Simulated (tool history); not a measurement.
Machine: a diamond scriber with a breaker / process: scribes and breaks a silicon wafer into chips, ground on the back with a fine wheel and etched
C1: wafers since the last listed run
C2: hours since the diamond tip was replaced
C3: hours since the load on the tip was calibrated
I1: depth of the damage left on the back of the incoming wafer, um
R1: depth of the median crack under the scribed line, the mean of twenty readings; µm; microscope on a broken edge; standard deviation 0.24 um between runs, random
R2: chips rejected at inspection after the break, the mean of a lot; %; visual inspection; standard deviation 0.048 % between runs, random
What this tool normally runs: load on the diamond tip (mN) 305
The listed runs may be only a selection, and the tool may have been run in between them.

Run 1, day 0: usual settings but load on the diamond tip (mN) 347; C1 0; C2 194.8; C3 32.4; I1 0.53. Result: R1 13.62 µm, R2 2.26 %.
Run 2, day 2.596: usual settings; C1 148; C2 257.1; C3 94.7; I1 0.37. Result: R1 12.5 µm, R2 1.26 %.
Run 3, day 5.029: usual settings; C1 138; C2 315.5; C3 153.1; I1 0.54. Result: R1 12.94 µm, R2 1.27 %.
Run 4, day 8.292: usual settings; C1 186; C2 393.8; C3 231.4; I1 0.52. Result: R1 12.78 µm, R2 1.43 %.
Run 5, day 12.696: usual settings; C1 251; C2 499.5; C3 337.1; I1 0.53. Result: R1 12.95 µm, R2 1.29 %.
At day 23.196: diamond tip replaced by a new one.
Run 6, day 25.796: usual settings; C1 742; C2 62.4; C3 651.5; I1 0.35. Result: R1 13.57 µm, R2 1.42 %.
At day 27.238: load on the tip recalibrated.
Run 7, day 27.633: usual settings; C1 100; C2 106.5; C3 9.5; I1 0.79. Result: R1 13.12 µm, R2 2.11 %.
Run 8, day 32.829: usual settings; C1 296; C2 231.2; C3 134.2; I1 0.66. Result: R1 14.35 µm, R2 2.85 %.
Run 9, day 35.767: usual settings; C1 167; C2 301.7; C3 204.7; I1 0.4. Result: R1 14.04 µm, R2 3.04 %.
Run 10, day 38.317: usual settings but load on the diamond tip (mN) 272; C1 145; C2 362.9; C3 265.9; I1 0.63. Result: R1 12.81 µm, R2 1.45 %.
At day 41.462: load on the tip recalibrated, repeated, since the last time left the tool worse.
Run 11, day 42.296: usual settings; C1 222; C2 458.4; C3 20; I1 0.32. Result: R1 12.54 µm, R2 1.12 %.
Run 12, day 46.438: usual settings but load on the diamond tip (mN) 275; C1 236; C2 557.8; C3 119.4; I1 0.68. Result: R1 11.56 µm, R2 1.45 %.
Run 13, day 57.867: usual settings; C1 652; C2 832.1; C3 393.7; I1 0.57. Result: R1 13.1 µm, R2 1.47 %.
At day 59.196: diamond tip replaced by a new one.
Run 14, day 60.088: usual settings but load on the diamond tip (mN) 370; C1 121; C2 21.4; C3 447; I1 0.77. Result: R1 15.11 µm, R2 4.93 %.
At day 64.358: load on the tip recalibrated.
Run 15, day 70.742: usual settings but load on the diamond tip (mN) 226; C1 603; C2 277.1; C3 153.2; I1 0.7. Result: R1 10.45 µm, R2 5.01 %.

Run 16, settings as shown, results not yet in. Your forecast:
Run 16, day 72.904: usual settings but load on the diamond tip (mN) 260; C1 123; C2 329; C3 205.1; I1 0.45. Result: R1 ?, R2 ?.

Run 16 yielded R1 11.74 µm, R2 1.89 %.
Minus the tool's unlogged condition, the same run would have read R1 11.34 µm, R2 2.68 %.
